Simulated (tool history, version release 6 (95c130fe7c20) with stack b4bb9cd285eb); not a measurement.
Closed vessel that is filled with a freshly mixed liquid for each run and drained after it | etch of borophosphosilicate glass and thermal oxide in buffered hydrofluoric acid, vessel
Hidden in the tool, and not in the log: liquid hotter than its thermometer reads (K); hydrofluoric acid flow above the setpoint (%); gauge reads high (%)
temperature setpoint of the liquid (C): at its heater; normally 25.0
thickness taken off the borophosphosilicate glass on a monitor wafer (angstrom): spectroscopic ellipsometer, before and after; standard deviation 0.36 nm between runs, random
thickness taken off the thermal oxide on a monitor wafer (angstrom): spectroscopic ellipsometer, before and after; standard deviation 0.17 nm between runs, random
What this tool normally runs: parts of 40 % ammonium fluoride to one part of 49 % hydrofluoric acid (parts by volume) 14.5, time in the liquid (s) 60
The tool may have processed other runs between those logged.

run	hour	temperature setpoint of the liquid (C)	parts of 40 % ammonium fluoride to one part of 49 % hydrofluoric acid (parts by volume)	time in the liquid (s)	wafers since the last listed run	hours since the thermometer was replaced	hours since the hydrofluoric acid flow meter was replaced	hours since the gauge calibration	read-back film thickness of the borophosphosilicate glass reference wafer, read on the same gauge (nm)	read-back film thickness of the thermal oxide reference wafer, read on the same gauge (nm)	thickness taken off the borophosphosilicate glass on a monitor wafer (angstrom)	thickness taken off the thermal oxide on a monitor wafer (angstrom)
1	0.0	23.5	14.5	35	0	246.5	1805.8	161.5	100.01	109.99	453.1	263.7
2	36.4	25.0	14.5	60	5263	282.9	1842.2	197.9	100.00	110.01	838.4	490.2
3	139.2	25.0	14.5	60	14865	385.7	1945.0	300.7	99.99	109.99	850.2	494.1
4	209.8	25.0	14.5	60	10209	456.3	2015.6	371.3	100.02	109.98	859.4	499.7
5	352.6	25.0	14.5	60	20650	599.1	2158.4	514.1	100.00	110.00	861.0	502.9
6	399.9	22.5	14.5	80	6840	646.4	2205.7	561.4	99.98	110.01	1008.0	589.8
# hour 442.6: thermometer replaced
7	455.8	25.0	14.5	45	7939	13.2	2261.6	617.3	99.97	109.99	611.2	360.4
8	525.1	22.5	18.5	75	10021	82.5	2330.9	686.6	100.01	110.01	704.6	409.6
9	560.0	25.0	14.5	60	5046	117.4	2365.8	721.5	100.02	110.00	822.9	482.9
10	590.1	25.0	20.5	60	4352	147.5	2395.9	751.6	100.00	110.00	593.2	347.2
11	643.1	25.0	14.5	60	7664	200.5	2448.9	804.6	100.01	110.01	832.3	486.5
# hour 681.5: hydrofluoric acid flow meter replaced
12	710.9	28.5	20.5	35	9659	268.3	29.4	872.4	99.98	110.00	422.0	246.9
13	743.9	25.0	14.5	30	4772	301.3	62.4	905.4	100.01	110.00	413.6	245.4
14	793.5	21.0	16.5	90	7172	350.9	112.0	955.0	100.00	110.01	890.7	526.3
15	860.2	29.5	14.5	60	9645	417.6	178.7	1021.7	100.00	109.98	1073.0	629.1
16	889.5	25.0	14.5	60	4237	446.9	208.0	1051.0	99.99	110.02	848.6	495.0
17	954.0	28.0	12.5	30	9327	511.4	272.5	1115.5	100.05	110.00	581.6	339.1
18	1007.9	25.0	14.5	60	7794	565.3	326.4	1169.4	99.96	109.99	858.1	503.4
19	1042.6	25.0	18.5	80	5017	600.0	361.1	1204.1	100.02	110.01	899.4	523.8
20	1113.7	25.0	9.0	85	10281	671.1	432.2	1275.2	100.00	110.00	1874.3	1104.0
# hour 1124.8: thermometer replaced
21	1171.0	25.0	10.5	95	8141	46.2	489.5	1332.5	99.99	110.00	1788.0	1052.1
22	1211.7	25.0	16.5	60	5885	86.9	530.2	1373.2	99.96	110.00	727.5	427.3
23	1244.6	25.0	18.5	70	4757	119.8	563.1	1406.1	100.03	110.01	762.8	448.2
24	1289.1	25.0	14.5	60	6435	164.3	607.6	1450.6	100.03	110.00	831.6	487.7
25	1355.7	25.0	13.0	45	9631	230.9	674.2	1517.2	99.99	109.99	698.0	407.6

Predict each of these 4 candidate next runs independently; none follows another, all start after run 25:
A	1356.4	25.0	14.5	95	101	231.6	674.9	1517.9	?	?	?	?
B	1356.4	25.0	10.0	60	101	231.6	674.9	1517.9	?	?	?	?
C	1356.4	22.0	19.0	75	101	231.6	674.9	1517.9	?	?	?	?
D	1356.4	28.0	14.5	40	101	231.6	674.9	1517.9	?	?	?	?

run	read-back film thickness of the borophosphosilicate glass reference wafer, read on the same gauge (nm)	read-back film thickness of the thermal oxide reference wafer, read on the same gauge (nm)	thickness taken off the borophosphosilicate glass on a monitor wafer (angstrom)	thickness taken off the thermal oxide on a monitor wafer (angstrom)
A	99.99	110.00	1327.4	775.3
B	99.99	110.00	1207.8	703.9
C	99.99	110.00	682.2	398.2
D	99.99	110.00	655.3	383.3
With the hidden condition removed and each run's random variation left untouched, the same runs would have given:
run	thickness taken off the borophosphosilicate glass on a monitor wafer (angstrom)	thickness taken off the thermal oxide on a monitor wafer (angstrom)
A	1282.6	748.9
B	1167.2	680.0
C	658.7	384.4
D	633.6	370.5
